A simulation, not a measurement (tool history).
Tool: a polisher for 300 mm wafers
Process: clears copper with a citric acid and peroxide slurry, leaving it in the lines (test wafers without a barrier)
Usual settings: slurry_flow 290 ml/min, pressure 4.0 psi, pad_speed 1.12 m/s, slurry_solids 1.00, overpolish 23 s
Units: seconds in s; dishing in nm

| run | hour | slurry_flow | pressure | pad_speed | slurry_solids | overpolish | incoming thickness of the incoming film, nm | seconds | dishing |
|---|---|---|---|---|---|---|---|---|---|
| 1 | 0.0 | 290 | 4.0 | 1.12 | 1.10 | 23 | 289.1 | 121.2 | 34.5 |
|  | 35.0 | worn pad replaced by a new one |
| 2 | 56.1 | 290 | 4.0 | 1.12 | 1.10 | 23 | 299.9 | 125.6 | 34.9 |
| 3 | 127.5 | 290 | 4.0 | 1.12 | 1.00 | 23 | 291.4 | 126.4 | 32.8 |
|  | 172.2 | worn pad replaced by a new one |
| 4 | 177.4 | 290 | 4.0 | 1.12 | 1.00 | 23 | 292.9 | 134.4 | 32.7 |
|  | 183.9 | slurry blender recalibrated |
| 5 | 216.5 | 290 | 4.0 | 1.12 | 0.90 | 23 | 296.2 | 129.4 | 33.1 |
|  | 274.9 | slurry nozzle cleaned |
| 6 | 276.9 | 290 | 4.0 | 1.12 | 1.00 | 23 | 294.6 | 126.8 | 34.0 |
|  | 299.2 | worn pad replaced by a new one |
| 7 | 301.4 | 290 | 4.0 | 1.12 | 1.00 | 23 | 293.1 | 131.3 | 33.3 |
| 8 | 345.5 | 390 | 3.0 | 1.12 | 0.80 | 30 | 296.0 | 180.8 | 30.0 |
|  | 370.7 | head pressure recalibrated |
| 9 | 387.6 | 290 | 4.0 | 1.50 | 0.90 | 23 | 294.7 | 88.6 | 44.5 |
|  | 422.7 | worn pad replaced by a new one |
|  | 445.0 | slurry blender recalibrated |
| 10 | 445.4 | 290 | 4.0 | 0.88 | 1.00 | 30 | 301.1 | 138.8 | 39.6 |
| 11 | 515.7 | 290 | 4.0 | 1.42 | 1.15 | 32 | 293.5 | 85.8 | 58.0 |
|  | 552.9 | worn pad replaced by a new one |
| 12 | 575.4 | 290 | 4.0 | 1.12 | 1.00 | 23 | 294.1 | 115.1 | 36.4 |
| 13 | 618.5 | 235 | 4.5 | 1.12 | 1.00 | 23 | 297.5 | 108.4 | 39.7 |
| 14 | 653.0 | 290 | 4.0 | 1.12 | 1.00 | 23 | 295.9 | 119.8 | 36.5 |

3 ways to go on from here, each from the tool as it stands after run 14. What would each give?
| A | 653.5 | 290 | 4.0 | 1.12 | 1.00 | 23 | 290.3 | ? | ? |
| B | 653.5 | 290 | 4.0 | 1.12 | 0.85 | 23 | 290.3 | ? | ? |
| C | 653.5 | 290 | 4.0 | 1.24 | 1.00 | 23 | 290.3 | ? | ? |

| run | seconds | dishing |
|---|---|---|
| A | 118.2 | 36.8 |
| B | 124.1 | 35.4 |
| C | 107.2 | 39.8 |
Without the tool's hidden state the same runs would have given:
| run | seconds | dishing |
|---|---|---|
| A | 107.2 | 39.8 |
| B | 112.9 | 38.2 |
| C | 97.2 | 42.9 |

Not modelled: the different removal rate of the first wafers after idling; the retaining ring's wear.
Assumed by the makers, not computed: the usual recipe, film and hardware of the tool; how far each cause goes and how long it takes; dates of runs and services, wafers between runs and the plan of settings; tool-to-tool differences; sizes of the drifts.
